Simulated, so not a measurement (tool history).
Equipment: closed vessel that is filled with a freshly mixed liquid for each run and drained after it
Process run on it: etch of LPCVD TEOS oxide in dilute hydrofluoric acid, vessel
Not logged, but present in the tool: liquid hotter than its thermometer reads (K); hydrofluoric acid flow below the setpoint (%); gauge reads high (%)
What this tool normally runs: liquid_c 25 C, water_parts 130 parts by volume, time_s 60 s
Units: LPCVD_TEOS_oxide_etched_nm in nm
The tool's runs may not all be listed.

run,hour,liquid_c,water_parts,time_s,wafers since the last listed run,hours since the thermometer was replaced,hours since the hydrofluoric acid flow meter was replaced,hours since the gauge calibration,"read-back film thickness of the LPCVD TEOS oxide reference wafer, read on the same gauge (nm)",LPCVD_TEOS_oxide_etched_nm
1,0,25,130,60,0,1614.9,1288.4,87.4,150,8.3
2,7.8,25,130,60,958,1622.7,1296.2,95.2,150.02,8.27
3,14.8,25,130,60,859,1629.7,1303.2,102.2,149.98,8.27
4,32.1,25,90,60,2125,1647,1320.5,119.5,149.99,12.61
5,46.3,25,165,80,1744,1661.2,1334.7,133.7,149.99,8.26
6,58.5,25,130,60,1498,1673.4,1346.9,145.9,149.99,8.27
7,66.4,25,130,60,970,1681.3,1354.8,153.8,150.02,8.23
8,82.9,25,160,60,2027,1697.8,1371.3,170.3,149.99,6.41
9,92.9,25,160,60,1228,1707.8,1381.3,180.3,149.98,6.44
# hour 103: hydrofluoric acid flow meter replaced
10,103.5,25,130,60,1179,1718.4,0.5,190.9,149.99,9.55
11,116.7,23.5,145,60,1621,1731.6,13.7,204.1,150.02,7.93
# hour 131.7: thermometer replaced
12,132.2,22.5,130,40,1781,0.5,29.2,219.6,149.98,5.28
# hour 137.7: gauge calibrated
13,138.1,25,100,70,724,6.4,35.1,0.4,150.02,13.69
14,152.1,23.5,130,95,1719,20.4,49.1,14.4,150.02,12.99
15,158.5,23,130,60,786,26.8,55.5,20.8,149.97,8.07
16,171.9,25,130,60,1646,40.2,68.9,34.2,150.03,8.72
17,182,22.5,130,50,1240,50.3,79,44.3,149.95,6.55
18,192.7,25,180,60,1314,61,89.7,55,150.01,5.9
19,202.5,25,130,60,1203,70.8,99.5,64.8,149.98,8.69

Consider 4 possible next runs. They are alternatives, not a sequence: every one starts from the tool as it was left by run 19. What does each give?
A,203.2,25,130,60,85,71.5,100.2,65.5,?,?
B,203.2,25,130,45,85,71.5,100.2,65.5,?,?
C,203.2,28,130,35,85,71.5,100.2,65.5,?,?
D,203.2,25,105,60,85,71.5,100.2,65.5,?,?

run,"read-back film thickness of the LPCVD TEOS oxide reference wafer, read on the same gauge (nm)",LPCVD_TEOS_oxide_etched_nm
A,149.95,8.7
B,149.95,6.52
C,149.95,5.68
D,149.95,11.12
Without the tool's hidden state the same runs would have given:
run,LPCVD_TEOS_oxide_etched_nm
A,8.68
B,6.51
C,5.67
D,11.08
